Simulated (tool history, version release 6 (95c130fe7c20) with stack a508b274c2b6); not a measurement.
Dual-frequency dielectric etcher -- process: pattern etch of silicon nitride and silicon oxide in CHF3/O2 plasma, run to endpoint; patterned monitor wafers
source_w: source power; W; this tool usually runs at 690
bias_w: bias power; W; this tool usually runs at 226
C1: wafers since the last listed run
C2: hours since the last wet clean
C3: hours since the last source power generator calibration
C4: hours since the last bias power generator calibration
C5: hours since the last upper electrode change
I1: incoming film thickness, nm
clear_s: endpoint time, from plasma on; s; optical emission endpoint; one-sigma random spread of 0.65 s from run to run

{"run": 1, "hour": 0.0, "source_w": 690, "bias_w": 207, "C1": 0, "C2": 66.1, "C3": 2032.9, "C4": 2417.2, "C5": 1896.6, "I1": 172.5, "clear_s": 116}
{"run": 2, "hour": 55.3, "source_w": 690, "bias_w": 226, "C1": 522, "C2": 121.4, "C3": 2088.2, "C4": 2472.5, "C5": 1951.9, "I1": 174, "clear_s": 110.1}
{"run": 3, "hour": 118.1, "source_w": 690, "bias_w": 226, "C1": 593, "C2": 184.2, "C3": 2151, "C4": 2535.3, "C5": 2014.7, "I1": 172.1, "clear_s": 109.7}
{"run": 4, "hour": 161.2, "source_w": 690, "bias_w": 226, "C1": 407, "C2": 227.3, "C3": 2194.1, "C4": 2578.4, "C5": 2057.8, "I1": 171.6, "clear_s": 111.3}
{"run": 5, "hour": 199.6, "source_w": 690, "bias_w": 226, "C1": 362, "C2": 265.7, "C3": 2232.5, "C4": 2616.8, "C5": 2096.2, "I1": 171.9, "clear_s": 111.8}
{"run": 6, "hour": 228.2, "source_w": 690, "bias_w": 226, "C1": 270, "C2": 294.3, "C3": 2261.1, "C4": 2645.4, "C5": 2124.8, "I1": 172, "clear_s": 111.6}
{"run": 7, "hour": 263.0, "source_w": 590, "bias_w": 226, "C1": 328, "C2": 329.1, "C3": 2295.9, "C4": 2680.2, "C5": 2159.6, "I1": 172, "clear_s": 116.4}
{"run": 8, "hour": 303.7, "source_w": 690, "bias_w": 226, "C1": 384, "C2": 369.8, "C3": 2336.6, "C4": 2720.9, "C5": 2200.3, "I1": 173.8, "clear_s": 114}
{"run": 9, "hour": 367.0, "source_w": 690, "bias_w": 226, "C1": 597, "C2": 433.1, "C3": 2399.9, "C4": 2784.2, "C5": 2263.6, "I1": 174.4, "clear_s": 114.8}
{"hour": 395.2, "done": "source power generator calibrated"}
{"run": 10, "hour": 398.6, "source_w": 690, "bias_w": 226, "C1": 260, "C2": 464.7, "C3": 3.4, "C4": 2815.8, "C5": 2295.2, "I1": 171.3, "clear_s": 113.9}
{"hour": 467.7, "done": "bias power generator calibrated"}
{"hour": 474.2, "done": "wet clean of the chamber"}
{"run": 11, "hour": 474.7, "source_w": 690, "bias_w": 226, "C1": 619, "C2": 0.5, "C3": 79.5, "C4": 7, "C5": 2371.3, "I1": 174.3, "clear_s": 111.1}
{"run": 12, "hour": 519.4, "source_w": 690, "bias_w": 226, "C1": 422, "C2": 45.2, "C3": 124.2, "C4": 51.7, "C5": 2416, "I1": 173.1, "clear_s": 109.4}
{"run": 13, "hour": 547.3, "source_w": 690, "bias_w": 226, "C1": 263, "C2": 73.1, "C3": 152.1, "C4": 79.6, "C5": 2443.9, "I1": 171, "clear_s": 110.1}
{"run": 14, "hour": 586.2, "source_w": 690, "bias_w": 226, "C1": 367, "C2": 112, "C3": 191, "C4": 118.5, "C5": 2482.8, "I1": 174.4, "clear_s": 111.4}
{"run": 15, "hour": 619.9, "source_w": 620, "bias_w": 226, "C1": 318, "C2": 145.7, "C3": 224.7, "C4": 152.2, "C5": 2516.5, "I1": 172.9, "clear_s": 116.6}
{"run": 16, "hour": 665.0, "source_w": 620, "bias_w": 226, "C1": 425, "C2": 190.8, "C3": 269.8, "C4": 197.3, "C5": 2561.6, "I1": 171.5, "clear_s": 114.4}
{"run": 17, "hour": 717.2, "source_w": 690, "bias_w": 226, "C1": 493, "C2": 243, "C3": 322, "C4": 249.5, "C5": 2613.8, "I1": 171.7, "clear_s": 113}
{"hour": 762.6, "done": "upper electrode replaced"}
{"run": 18, "hour": 786.3, "source_w": 610, "bias_w": 175, "C1": 425, "C2": 312.1, "C3": 391.1, "C4": 318.6, "C5": 23.7, "I1": 171.5, "clear_s": 134.4}
{"run": 19, "hour": 839.4, "source_w": 850, "bias_w": 226, "C1": 501, "C2": 365.2, "C3": 444.2, "C4": 371.7, "C5": 76.8, "I1": 171.9, "clear_s": 107.4}
{"run": 20, "hour": 874.1, "source_w": 690, "bias_w": 226, "C1": 327, "C2": 399.9, "C3": 478.9, "C4": 406.4, "C5": 111.5, "I1": 172.4, "clear_s": 113.7}
{"run": 21, "hour": 906.1, "source_w": 690, "bias_w": 226, "C1": 302, "C2": 431.9, "C3": 510.9, "C4": 438.4, "C5": 143.5, "I1": 173.2, "clear_s": 115.7}
{"run": 22, "hour": 967.9, "source_w": 830, "bias_w": 245, "C1": 583, "C2": 493.7, "C3": 572.7, "C4": 500.2, "C5": 205.3, "I1": 171.7, "clear_s": 104.2}
{"run": 23, "hour": 1002.7, "source_w": 820, "bias_w": 208, "C1": 328, "C2": 528.5, "C3": 607.5, "C4": 535, "C5": 240.1, "I1": 173.6, "clear_s": 115.7}
{"run": 24, "hour": 1034.5, "source_w": 570, "bias_w": 242, "C1": 300, "C2": 560.3, "C3": 639.3, "C4": 566.8, "C5": 271.9, "I1": 172.4, "clear_s": 118.7}
{"hour": 1078.5, "done": "wet clean of the chamber"}
{"run": 25, "hour": 1079.0, "source_w": 600, "bias_w": 277, "C1": 193, "C2": 0.5, "C3": 683.8, "C4": 611.3, "C5": 316.4, "I1": 171.8, "clear_s": 102.5}
{"run": 26, "hour": 1135.2, "source_w": 620, "bias_w": 226, "C1": 530, "C2": 56.7, "C3": 740, "C4": 667.5, "C5": 372.6, "I1": 172.1, "clear_s": 112.4}
{"run": 27, "hour": 1196.1, "source_w": 550, "bias_w": 195, "C1": 575, "C2": 117.6, "C3": 800.9, "C4": 728.4, "C5": 433.5, "I1": 170.3, "clear_s": 127.4}
{"run": 28, "hour": 1246.3, "source_w": 820, "bias_w": 259, "C1": 474, "C2": 167.8, "C3": 851.1, "C4": 778.6, "C5": 483.7, "I1": 171.8, "clear_s": 97.9}
{"run": 29, "hour": 1311.0, "source_w": 530, "bias_w": 188, "C1": 611, "C2": 232.5, "C3": 915.8, "C4": 843.3, "C5": 548.4, "I1": 172.9, "clear_s": 134.5}
{"run": 30, "hour": 1346.8, "source_w": 690, "bias_w": 226, "C1": 338, "C2": 268.3, "C3": 951.6, "C4": 879.1, "C5": 584.2, "I1": 171.7, "clear_s": 112.1}
{"run": 31, "hour": 1396.2, "source_w": 690, "bias_w": 226, "C1": 466, "C2": 317.7, "C3": 1001, "C4": 928.5, "C5": 633.6, "I1": 172.5, "clear_s": 112.6}
{"run": 32, "hour": 1444.4, "source_w": 530, "bias_w": 183, "C1": 455, "C2": 365.9, "C3": 1049.2, "C4": 976.7, "C5": 681.8, "I1": 171.2, "clear_s": 138.4}
{"run": 33, "hour": 1509.9, "source_w": 780, "bias_w": 264, "C1": 618, "C2": 431.4, "C3": 1114.7, "C4": 1042.2, "C5": 747.3, "I1": 172.1, "clear_s": 101.6}
{"run": 34, "hour": 1571.3, "source_w": 830, "bias_w": 245, "C1": 579, "C2": 492.8, "C3": 1176.1, "C4": 1103.6, "C5": 808.7, "I1": 172.2, "clear_s": 103.9}

Predict each of these 5 candidate next runs independently; none follows another, all start after run 34:
{"run": "A", "hour": 1571.8, "source_w": 540, "bias_w": 226, "C1": 4, "C2": 493.3, "C3": 1176.6, "C4": 1104.1, "C5": 809.2, "I1": 173, "clear_s": "?"}
{"run": "B", "hour": 1571.8, "source_w": 640, "bias_w": 261, "C1": 4, "C2": 493.3, "C3": 1176.6, "C4": 1104.1, "C5": 809.2, "I1": 173, "clear_s": "?"}
{"run": "C", "hour": 1571.8, "source_w": 640, "bias_w": 196, "C1": 4, "C2": 493.3, "C3": 1176.6, "C4": 1104.1, "C5": 809.2, "I1": 173, "clear_s": "?"}
{"run": "D", "hour": 1571.8, "source_w": 530, "bias_w": 226, "C1": 4, "C2": 493.3, "C3": 1176.6, "C4": 1104.1, "C5": 809.2, "I1": 173, "clear_s": "?"}
{"run": "E", "hour": 1571.8, "source_w": 750, "bias_w": 282, "C1": 4, "C2": 493.3, "C3": 1176.6, "C4": 1104.1, "C5": 809.2, "I1": 173, "clear_s": "?"}

run=A clear_s=123.9
run=B clear_s=109.3
run=C clear_s=127.8
run=D clear_s=124.6
run=E clear_s=100.2
Without the tool's unlogged condition, the same runs would have read:
run=A clear_s=118.5
run=B clear_s=104.5
run=C clear_s=122.2
run=D clear_s=119.2
run=E clear_s=95.9
